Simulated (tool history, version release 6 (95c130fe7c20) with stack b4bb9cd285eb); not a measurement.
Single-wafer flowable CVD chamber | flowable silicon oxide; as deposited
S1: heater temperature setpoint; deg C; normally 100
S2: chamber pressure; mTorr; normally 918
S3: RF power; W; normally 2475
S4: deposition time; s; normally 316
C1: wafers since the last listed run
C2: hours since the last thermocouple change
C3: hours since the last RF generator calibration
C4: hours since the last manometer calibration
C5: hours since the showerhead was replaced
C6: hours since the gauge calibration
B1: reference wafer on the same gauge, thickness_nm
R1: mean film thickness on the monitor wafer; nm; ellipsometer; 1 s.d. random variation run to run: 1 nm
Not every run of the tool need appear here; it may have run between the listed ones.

| run | hour | S1 | S2 | S3 | S4 | C1 | C2 | C3 | C4 | C5 | C6 | B1 | R1 |
|---|---|---|---|---|---|---|---|---|---|---|---|---|---|
| 1 | 0.0 | 100 | 918 | 2475 | 316 | 0 | 2292.2 | 465.5 | 2866.6 | 6752.5 | 129.3 | 193.898 | 221.064 |
| 2 | 28.7 | 100 | 918 | 2475 | 316 | 203 | 2320.9 | 494.2 | 2895.3 | 6781.2 | 158.0 | 194.035 | 220.271 |
| 3 | 41.1 | 100 | 918 | 2475 | 316 | 87 | 2333.3 | 506.6 | 2907.7 | 6793.6 | 170.4 | 194.018 | 222.814 |
| 4 | 64.6 | 100 | 918 | 2475 | 316 | 166 | 2356.8 | 530.1 | 2931.2 | 6817.1 | 193.9 | 194.088 | 222.294 |
| 5 | 86.6 | 100 | 1009 | 2475 | 316 | 156 | 2378.8 | 552.1 | 2953.2 | 6839.1 | 215.9 | 194.098 | 242.134 |
| 6 | 112.6 | 100 | 1009 | 2475 | 316 | 184 | 2404.8 | 578.1 | 2979.2 | 6865.1 | 241.9 | 194.008 | 241.646 |
| 7 | 143.3 | 100 | 918 | 2475 | 316 | 217 | 2435.5 | 608.8 | 3009.9 | 6895.8 | 272.6 | 194.053 | 219.188 |
|  | 174.7 | capacitance manometer re-zeroed and calibrated |
| 8 | 175.2 | 100 | 918 | 2475 | 316 | 169 | 2467.4 | 640.7 | 0.5 | 6927.7 | 304.5 | 193.997 | 238.090 |
|  | 191.8 | thermocouple changed; heater temperature recalibrated |
| 9 | 192.3 | 100 | 918 | 2475 | 316 | 64 | 0.5 | 657.8 | 17.6 | 6944.8 | 321.6 | 194.064 | 236.965 |
| 10 | 208.4 | 100 | 918 | 2475 | 316 | 114 | 16.6 | 673.9 | 33.7 | 6960.9 | 337.7 | 194.025 | 237.566 |
| 11 | 223.3 | 100 | 918 | 2475 | 316 | 105 | 31.5 | 688.8 | 48.6 | 6975.8 | 352.6 | 193.947 | 235.991 |
| 12 | 240.7 | 100 | 1101 | 2195 | 316 | 123 | 48.9 | 706.2 | 66.0 | 6993.2 | 370.0 | 194.007 | 280.045 |
| 13 | 266.5 | 100 | 689 | 2205 | 316 | 182 | 74.7 | 732.0 | 91.8 | 7019.0 | 395.8 | 194.101 | 175.553 |
| 14 | 296.0 | 100 | 1044 | 1985 | 316 | 209 | 104.2 | 761.5 | 121.3 | 7048.5 | 425.3 | 194.036 | 260.505 |
| 15 | 325.0 | 100 | 918 | 2475 | 259 | 205 | 133.2 | 790.5 | 150.3 | 7077.5 | 454.3 | 194.068 | 194.410 |
|  | 355.1 | showerhead replaced |
| 16 | 355.8 | 100 | 918 | 2475 | 316 | 161 | 164.0 | 821.3 | 181.1 | 0.7 | 485.1 | 193.924 | 235.617 |
|  | 371.6 | RF generator calibrated |
| 17 | 372.5 | 100 | 1009 | 2475 | 316 | 61 | 180.7 | 0.9 | 197.8 | 17.4 | 501.8 | 193.989 | 260.847 |
| 18 | 385.0 | 100 | 918 | 2165 | 378 | 88 | 193.2 | 13.4 | 210.3 | 29.9 | 514.3 | 194.020 | 280.838 |
|  | 393.2 | gauge calibrated |
| 19 | 443.0 | 100 | 918 | 2475 | 316 | 411 | 251.2 | 71.4 | 268.3 | 87.9 | 49.8 | 194.115 | 237.848 |
| 20 | 477.8 | 106 | 918 | 2090 | 377 | 246 | 286.0 | 106.2 | 303.1 | 122.7 | 84.6 | 194.081 | 232.146 |
| 21 | 491.9 | 100 | 918 | 2475 | 369 | 99 | 300.1 | 120.3 | 317.2 | 136.8 | 98.7 | 194.100 | 277.955 |

3 ways to go on from here, each from the tool as it stands after run 21. What would each give?
| A | 492.4 | 100 | 730 | 2475 | 316 | 3 | 300.6 | 120.8 | 317.7 | 137.3 | 99.2 | ? | ? |
| B | 492.4 | 100 | 918 | 2935 | 316 | 3 | 300.6 | 120.8 | 317.7 | 137.3 | 99.2 | ? | ? |
| C | 492.4 | 95 | 918 | 2475 | 316 | 3 | 300.6 | 120.8 | 317.7 | 137.3 | 99.2 | ? | ? |

| run | B1 | R1 |
|---|---|---|
| A | 193.833 | 188.955 |
| B | 193.833 | 242.772 |
| C | 193.833 | 275.872 |
Without the tool's unlogged condition, the same runs would have read:
| run | R1 |
|---|---|
| A | 189.280 |
| B | 243.158 |
| C | 276.311 |
